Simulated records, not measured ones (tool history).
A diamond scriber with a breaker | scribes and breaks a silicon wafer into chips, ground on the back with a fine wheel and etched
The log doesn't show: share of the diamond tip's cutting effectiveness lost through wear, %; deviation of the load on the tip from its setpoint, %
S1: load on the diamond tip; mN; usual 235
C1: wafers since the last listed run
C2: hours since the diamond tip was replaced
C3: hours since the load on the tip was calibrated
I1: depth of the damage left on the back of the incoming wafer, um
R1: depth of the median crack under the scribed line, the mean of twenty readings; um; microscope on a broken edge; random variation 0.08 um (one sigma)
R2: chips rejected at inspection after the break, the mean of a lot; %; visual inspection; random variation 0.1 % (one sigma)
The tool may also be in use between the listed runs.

run	hour	S1	C1	C2	C3	I1	R1	R2
1	0	235	0	432.9	478.6	0.35	8.51	1.64
2	56.1	286	208	489	534.7	0.65	9.81	3.91
3	117.1	286	227	550	595.7	0.42	9.93	3.86
4	169.9	286	196	602.8	648.5	0.35	10.05	3.69
5	269.9	235	372	702.8	748.5	0.74	8.84	1.7
6	359.1	213	332	792	837.7	0.65	8.25	2.25
7	447	213	327	879.9	925.6	0.61	8.28	2.26
# hour 479.3: load on the tip recalibrated
8	519.5	213	262	952.4	40.2	0.59	8.02	3.62
# hour 612.8: diamond tip replaced by a new one
9	725.1	235	757	112.3	245.8	0.49	8.82	1.51
10	793.4	235	254	180.6	314.1	0.64	8.6	1.68
11	845	235	192	232.2	365.7	0.5	8.76	1.51
12	889.1	235	164	276.3	409.8	0.49	8.67	1.64
13	990.5	235	377	377.7	511.2	0.36	8.66	1.56
14	1073.4	235	308	460.6	594.1	0.52	8.63	1.47
15	1168.5	194	354	555.7	689.2	0.56	7.83	5.28
16	1265.5	194	361	652.7	786.2	0.67	7.78	5.06
17	1360.8	235	354	748	881.5	0.66	8.96	1.53
# hour 1384.2: load on the tip recalibrated
18	1440.7	235	289	827.9	56.5	0.57	8.33	1.8
19	1518.9	190	291	906.1	134.7	0.8	7.41	7.9
20	1568.3	295	183	955.5	184.1	0.47	9.77	3.24
21	1630	235	229	1017.2	245.8	0.63	8.48	2.12
# hour 1653: diamond tip replaced by a new one
22	1693.6	235	229	40.6	309.4	0.62	8.82	1.4
23	1955.7	291	975	302.7	571.5	0.36	10.13	4.75
24	2033.4	167	289	380.4	649.2	0.44	7.09	11.33
25	2129.9	171	359	476.9	745.7	0.38	7.18	8.69
26	2198.1	235	253	545.1	813.9	0.72	8.89	1.43
27	2267.9	235	259	614.9	883.7	0.72	8.89	1.48
# hour 2291.7: load on the tip recalibrated
28	2364.4	235	351	711.4	72.7	0.33	8.46	1.96
29	2454.9	290	336	801.9	163.2	0.6	9.83	3.3
30	2497.2	170	157	844.2	205.5	0.52	6.95	11.95
31	2794.5	235	1106	1141.5	502.8	0.43	8.51	1.96
# hour 2846.1: diamond tip replaced by a new one
32	2878.4	235	304	32.3	586.7	0.46	9.07	1.45
33	2956.2	171	289	110.1	664.5	0.46	7.26	9.01
34	3042.5	277	321	196.4	750.8	0.42	9.98	3.96
35	3080.6	182	141	234.5	788.9	0.45	7.57	5.83
36	3117.4	265	136	271.3	825.7	0.75	9.73	3.22
37	3202	235	314	355.9	910.3	0.79	8.98	1.6
38	3239.9	283	141	393.8	948.2	0.67	10.09	5.44
# hour 3248.2: load on the tip recalibrated
39	3281.3	288	146	435.2	33.1	0.77	9.84	3.64
40	3358.1	302	285	512	109.9	0.4	9.98	4.46

What the log doesn't show, run by run:
H1: share of the diamond tip's cutting effectiveness lost through wear, %
H2: deviation of the load on the tip from its setpoint, %
run	H1	H2
1	5.17	2.85
2	5.46	3.34
3	5.73	3.93
4	5.93	4.5
5	6.23	5.7
6	6.44	6.92
7	6.6	8.26
8	6.71	-0.593
9	2.07	-0.0864
10	2.94	0.243
11	3.49	0.545
12	3.9	0.84
13	4.68	1.64
14	5.17	2.43
15	5.6	3.48
16	5.94	4.72
17	6.19	6.09
18	6.36	-0.202
19	6.49	-0.0736
20	6.56	0.0621
21	6.63	0.291
22	0.745	0.595
23	3.91	2.58
24	4.48	3.4
25	5.03	4.56
26	5.34	5.48
27	5.6	6.5
28	5.88	-0.232
29	6.09	-0.0477
30	6.17	0.0867
31	6.52	1.9
32	0.869	2.69
33	2.09	3.53
34	3.16	4.58
35	3.56	5.08
36	3.91	5.6
37	4.58	6.86
38	4.83	7.47
39	5.08	-0.72
40	5.46	-0.625

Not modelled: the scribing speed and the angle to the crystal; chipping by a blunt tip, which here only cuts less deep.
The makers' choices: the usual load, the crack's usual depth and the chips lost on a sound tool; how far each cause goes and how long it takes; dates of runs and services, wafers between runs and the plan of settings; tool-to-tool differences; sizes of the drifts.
